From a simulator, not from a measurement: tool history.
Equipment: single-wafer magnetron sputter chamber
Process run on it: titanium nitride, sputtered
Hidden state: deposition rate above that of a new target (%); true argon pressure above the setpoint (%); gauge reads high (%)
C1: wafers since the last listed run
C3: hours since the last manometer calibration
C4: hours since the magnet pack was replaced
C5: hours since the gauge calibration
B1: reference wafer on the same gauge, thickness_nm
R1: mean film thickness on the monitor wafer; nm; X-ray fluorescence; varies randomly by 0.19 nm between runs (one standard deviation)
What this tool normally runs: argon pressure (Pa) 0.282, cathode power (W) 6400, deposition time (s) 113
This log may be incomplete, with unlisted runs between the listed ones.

run 1 hour=0 | argon_pressure_(Pa)=0.282 cathode_power_(W)=6400 deposition_time_(s)=113 | C1=0 wafers_on_the_sputter_target=400 C3=1647.1 C4=8135 C5=252 | B1=140.094 | R1=125.831
run 2 hour=96 | argon_pressure_(Pa)=0.282 cathode_power_(W)=6850 deposition_time_(s)=106 | C1=1018 wafers_on_the_sputter_target=1419 C3=1743.1 C4=8231 C5=348 | B1=139.98 | R1=125.89
run 3 hour=121.3 | argon_pressure_(Pa)=0.282 cathode_power_(W)=6850 deposition_time_(s)=106 | C1=268 wafers_on_the_sputter_target=1687 C3=1768.4 C4=8256.3 C5=373.3 | B1=139.987 | R1=125.903
run 4 hour=153.9 | argon_pressure_(Pa)=0.243 cathode_power_(W)=6400 deposition_time_(s)=113 | C1=345 wafers_on_the_sputter_target=2033 C3=1801 C4=8288.9 C5=405.9 | B1=139.99 | R1=126.972
run 5 hour=177.8 | argon_pressure_(Pa)=0.282 cathode_power_(W)=6400 deposition_time_(s)=113 | C1=253 wafers_on_the_sputter_target=2286 C3=1824.9 C4=8312.8 C5=429.8 | B1=140.013 | R1=125.044
run 6 hour=191.3 | argon_pressure_(Pa)=0.282 cathode_power_(W)=6400 deposition_time_(s)=113 | C1=143 wafers_on_the_sputter_target=2429 C3=1838.4 C4=8326.3 C5=443.3 | B1=139.987 | R1=125.23
run 7 hour=210.3 | argon_pressure_(Pa)=0.282 cathode_power_(W)=6400 deposition_time_(s)=113 | C1=201 wafers_on_the_sputter_target=2631 C3=1857.4 C4=8345.3 C5=462.3 | B1=140.013 | R1=124.676
run 8 hour=231.6 | argon_pressure_(Pa)=0.282 cathode_power_(W)=6400 deposition_time_(s)=113 | C1=225 wafers_on_the_sputter_target=2857 C3=1878.7 C4=8366.6 C5=483.6 | B1=140.014 | R1=124.549
-- hour=254.5 sputter target and shields replaced
run 9 hour=254.9 | argon_pressure_(Pa)=0.282 cathode_power_(W)=6400 deposition_time_(s)=113 | C1=162 wafers_on_the_sputter_target=3 C3=1902 C4=8389.9 C5=506.9 | B1=139.981 | R1=125.948
run 10 hour=271.2 | argon_pressure_(Pa)=0.282 cathode_power_(W)=6400 deposition_time_(s)=113 | C1=172 wafers_on_the_sputter_target=176 C3=1918.3 C4=8406.2 C5=523.2 | B1=139.953 | R1=126.198
-- hour=284.5 gauge calibrated
run 11 hour=286.7 | argon_pressure_(Pa)=0.282 cathode_power_(W)=6400 deposition_time_(s)=113 | C1=164 wafers_on_the_sputter_target=341 C3=1933.8 C4=8421.7 C5=2.2 | B1=139.94 | R1=125.732
run 12 hour=301.8 | argon_pressure_(Pa)=0.282 cathode_power_(W)=6400 deposition_time_(s)=113 | C1=160 wafers_on_the_sputter_target=501 C3=1948.9 C4=8436.8 C5=17.3 | B1=140.036 | R1=125.705
run 13 hour=328 | argon_pressure_(Pa)=0.282 cathode_power_(W)=6400 deposition_time_(s)=113 | C1=277 wafers_on_the_sputter_target=779 C3=1975.1 C4=8463 C5=43.5 | B1=140.041 | R1=125.789
run 14 hour=350.7 | argon_pressure_(Pa)=0.222 cathode_power_(W)=6400 deposition_time_(s)=113 | C1=240 wafers_on_the_sputter_target=1019 C3=1997.8 C4=8485.7 C5=66.2 | B1=139.985 | R1=128.364
run 15 hour=376.1 | argon_pressure_(Pa)=0.222 cathode_power_(W)=6400 deposition_time_(s)=113 | C1=269 wafers_on_the_sputter_target=1289 C3=2023.2 C4=8511.1 C5=91.6 | B1=139.941 | R1=128.205
run 16 hour=407.7 | argon_pressure_(Pa)=0.222 cathode_power_(W)=6400 deposition_time_(s)=113 | C1=335 wafers_on_the_sputter_target=1624 C3=2054.8 C4=8542.7 C5=123.2 | B1=140.001 | R1=128.151
-- hour=447.6 capacitance manometer re-zeroed and calibrated
run 17 hour=509.5 | argon_pressure_(Pa)=0.187 cathode_power_(W)=7800 deposition_time_(s)=128 | C1=994 wafers_on_the_sputter_target=2619 C3=61.9 C4=8644.5 C5=225 | B1=140.053 | R1=178.017
run 18 hour=522 | argon_pressure_(Pa)=0.391 cathode_power_(W)=7500 deposition_time_(s)=106 | C1=132 wafers_on_the_sputter_target=2751 C3=74.4 C4=8657 C5=237.5 | B1=139.952 | R1=132.79
run 19 hour=540.2 | argon_pressure_(Pa)=0.282 cathode_power_(W)=6400 deposition_time_(s)=113 | C1=193 wafers_on_the_sputter_target=2944 C3=92.6 C4=8675.2 C5=255.7 | B1=139.962 | R1=125.705
run 20 hour=559.1 | argon_pressure_(Pa)=0.195 cathode_power_(W)=7750 deposition_time_(s)=132 | C1=200 wafers_on_the_sputter_target=3145 C3=111.5 C4=8694.1 C5=274.6 | B1=140.036 | R1=181.213
run 21 hour=579.7 | argon_pressure_(Pa)=0.282 cathode_power_(W)=6400 deposition_time_(s)=113 | C1=218 wafers_on_the_sputter_target=3363 C3=132.1 C4=8714.7 C5=295.2 | B1=140.015 | R1=125.182
run 22 hour=597.4 | argon_pressure_(Pa)=0.23 cathode_power_(W)=4900 deposition_time_(s)=129 | C1=187 wafers_on_the_sputter_target=3551 C3=149.8 C4=8732.4 C5=312.9 | B1=140.059 | R1=112.253
-- hour=619.7 magnet pack replaced
run 23 hour=620.2 | argon_pressure_(Pa)=0.173 cathode_power_(W)=4850 deposition_time_(s)=126 | C1=156 wafers_on_the_sputter_target=3708 C3=172.6 C4=0.5 C5=335.7 | B1=140.007 | R1=110.933
-- hour=634.7 sputter target and shields replaced
run 24 hour=665.6 | argon_pressure_(Pa)=0.194 cathode_power_(W)=7750 deposition_time_(s)=130 | C1=396 wafers_on_the_sputter_target=328 C3=218 C4=45.9 C5=381.1 | B1=139.982 | R1=179.947
run 25 hour=680.3 | argon_pressure_(Pa)=0.24 cathode_power_(W)=6400 deposition_time_(s)=113 | C1=155 wafers_on_the_sputter_target=483 C3=232.7 C4=60.6 C5=395.8 | B1=139.946 | R1=128.704
run 26 hour=697.7 | argon_pressure_(Pa)=0.282 cathode_power_(W)=5950 deposition_time_(s)=131 | C1=184 wafers_on_the_sputter_target=668 C3=250.1 C4=78 C5=413.2 | B1=139.948 | R1=136.313
run 27 hour=717.4 | argon_pressure_(Pa)=0.249 cathode_power_(W)=7300 deposition_time_(s)=107 | C1=208 wafers_on_the_sputter_target=877 C3=269.8 C4=97.7 C5=432.9 | B1=140.035 | R1=137.606
run 28 hour=749.6 | argon_pressure_(Pa)=0.282 cathode_power_(W)=6400 deposition_time_(s)=103 | C1=341 wafers_on_the_sputter_target=1218 C3=302 C4=129.9 C5=465.1 | B1=140.035 | R1=115.376
-- hour=772.5 gauge calibrated
run 29 hour=778.4 | argon_pressure_(Pa)=0.332 cathode_power_(W)=6400 deposition_time_(s)=133 | C1=305 wafers_on_the_sputter_target=1524 C3=330.8 C4=158.7 C5=5.9 | B1=139.985 | R1=146.16
run 30 hour=800.5 | argon_pressure_(Pa)=0.282 cathode_power_(W)=7550 deposition_time_(s)=100 | C1=234 wafers_on_the_sputter_target=1758 C3=352.9 C4=180.8 C5=28 | B1=140.05 | R1=130.94
run 31 hour=826 | argon_pressure_(Pa)=0.344 cathode_power_(W)=5250 deposition_time_(s)=92 | C1=270 wafers_on_the_sputter_target=2029 C3=378.4 C4=206.3 C5=53.5 | B1=140.019 | R1=83.152
run 32 hour=856.3 | argon_pressure_(Pa)=0.215 cathode_power_(W)=6400 deposition_time_(s)=113 | C1=321 wafers_on_the_sputter_target=2350 C3=408.7 C4=236.6 C5=83.8 | B1=140.035 | R1=128.346
run 33 hour=886.2 | argon_pressure_(Pa)=0.282 cathode_power_(W)=6400 deposition_time_(s)=113 | C1=317 wafers_on_the_sputter_target=2667 C3=438.6 C4=266.5 C5=113.7 | B1=140.049 | R1=125.534

A few steps of R1 between consecutive runs. Split each: what settings, incoming material and random variation would produce without the hidden state, and what is left over for the hidden state, along with gauge scatter present in only one of the two compared results (measured, and without hidden state):
Run 8 -> 9: sputter target and shields replaced. R1 +1.399 nm: hidden state +1.311, all else +0.088.
Run 19 -> 20: argon pressure (Pa) 0.282 -> 0.195, cathode power (W) 6400 -> 7750, deposition time (s) 113 -> 132. R1 +55.508 nm: hidden state -1.031, all else +56.539.
Run 20 -> 21: argon pressure (Pa) 0.195 -> 0.282, cathode power (W) 7750 -> 6400, deposition time (s) 132 -> 113. R1 -56.031 nm: hidden state +0.532, all else -56.563.
Run 23 -> 24: argon pressure (Pa) 0.173 -> 0.194, cathode power (W) 4850 -> 7750, deposition time (s) 126 -> 130, sputter target and shields replaced. R1 +69.014 nm: hidden state +1.41, all else +67.604.

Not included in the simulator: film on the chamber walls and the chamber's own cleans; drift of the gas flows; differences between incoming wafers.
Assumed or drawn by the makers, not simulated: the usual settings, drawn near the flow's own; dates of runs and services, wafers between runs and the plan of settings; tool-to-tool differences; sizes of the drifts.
